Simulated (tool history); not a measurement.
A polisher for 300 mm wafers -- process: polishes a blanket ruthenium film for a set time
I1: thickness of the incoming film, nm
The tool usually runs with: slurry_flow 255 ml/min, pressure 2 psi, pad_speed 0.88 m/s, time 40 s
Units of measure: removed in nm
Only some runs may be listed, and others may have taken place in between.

run 1 hour=0 | slurry_flow=255 pressure=2 pad_speed=0.88 time=40 | I1=428.4 | removed=38.7
run 2 hour=60.1 | slurry_flow=255 pressure=2 pad_speed=0.88 time=40 | I1=423.3 | removed=38.8
run 3 hour=114.8 | slurry_flow=275 pressure=2 pad_speed=0.88 time=40 | I1=429.2 | removed=38.9
run 4 hour=159.1 | slurry_flow=275 pressure=2 pad_speed=0.88 time=40 | I1=428.1 | removed=38.8
run 5 hour=203.2 | slurry_flow=275 pressure=2 pad_speed=0.88 time=40 | I1=425.3 | removed=38.4
run 6 hour=283.3 | slurry_flow=255 pressure=2 pad_speed=0.88 time=40 | I1=429.7 | removed=38.6
-- hour=288.7 worn pad replaced by a new one
run 7 hour=328.6 | slurry_flow=255 pressure=2 pad_speed=0.88 time=40 | I1=427.1 | removed=38
run 8 hour=375.9 | slurry_flow=255 pressure=2 pad_speed=0.98 time=40 | I1=429.8 | removed=42.7
-- hour=379.6 slurry nozzle cleaned
run 9 hour=451.3 | slurry_flow=255 pressure=2 pad_speed=0.98 time=40 | I1=431.9 | removed=43.2
-- hour=454.5 head pressure recalibrated
run 10 hour=551.9 | slurry_flow=255 pressure=2 pad_speed=0.88 time=40 | I1=425.9 | removed=38.8
run 11 hour=619.7 | slurry_flow=255 pressure=2 pad_speed=0.88 time=40 | I1=427.9 | removed=38.3
run 12 hour=677 | slurry_flow=210 pressure=2 pad_speed=0.88 time=40 | I1=421.6 | removed=38
-- hour=710.8 worn pad replaced by a new one
-- hour=751.3 slurry nozzle cleaned
run 13 hour=768.8 | slurry_flow=255 pressure=2 pad_speed=0.88 time=40 | I1=425.5 | removed=39.2
run 14 hour=854.6 | slurry_flow=255 pressure=2 pad_speed=0.98 time=40 | I1=433.1 | removed=42.9
run 15 hour=911.2 | slurry_flow=170 pressure=2.3 pad_speed=0.68 time=48 | I1=430.2 | removed=40.8
run 16 hour=1017.8 | slurry_flow=275 pressure=2 pad_speed=0.88 time=40 | I1=433.2 | removed=39
run 17 hour=1073.7 | slurry_flow=255 pressure=2 pad_speed=0.88 time=46 | I1=422.9 | removed=44.6

Run 18 has not been measured yet. What should we expect?
-- hour=1090.5 worn pad replaced by a new one
run 18 hour=1172.7 | slurry_flow=330 pressure=1.7 pad_speed=0.8 time=36 | I1=438.6 | removed=?

removed: 27.3 nm
The same run, on a tool lacking any hidden state, would have yielded removed 27.3 nm.
